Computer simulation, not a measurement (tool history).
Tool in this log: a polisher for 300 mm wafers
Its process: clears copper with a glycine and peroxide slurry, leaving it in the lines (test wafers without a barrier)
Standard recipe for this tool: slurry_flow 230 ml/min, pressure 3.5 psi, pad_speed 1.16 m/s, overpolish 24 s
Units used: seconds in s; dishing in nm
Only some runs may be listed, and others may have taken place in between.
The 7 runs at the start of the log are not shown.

run	hour	slurry_flow	pressure	pad_speed	overpolish	incoming thickness of the incoming film, nm	seconds	dishing
# hour 150.3: head pressure recalibrated
8	150.8	185	3.5	1.16	24	861.8	150.3	87.9
9	162.8	200	3.9	1.16	24	858.9	133.4	93.7
10	175.0	200	3.9	1.16	24	857.3	132.8	92.8
11	189.3	200	3.9	1.16	24	866.3	136.2	94.0
12	206.7	230	3.5	1.16	24	862.2	141.3	87.3
# hour 219.3: worn pad replaced by a new one
13	219.8	230	4.0	1.16	24	866.9	128.7	94.6
14	222.6	230	3.5	1.16	24	863.4	140.0	90.0
15	229.7	230	4.1	0.90	33	864.0	146.1	108.7
# hour 232.6: slurry nozzle cleaned
16	254.7	260	3.5	1.06	24	864.1	146.3	87.1
17	271.9	295	4.2	0.90	24	866.5	140.4	94.9
18	286.5	230	3.5	1.16	24	858.5	144.0	90.1

Run 19, settings as shown, results not yet in. Your forecast:
19	303.4	260	3.5	1.16	24	857.7	?	?

For run 19 the tool returned seconds 141.1 s, dishing 90.7 nm.
Were there no unlogged condition in the tool, this run, its random variation unchanged, would have produced seconds 140.8 s, dishing 90.8 nm.
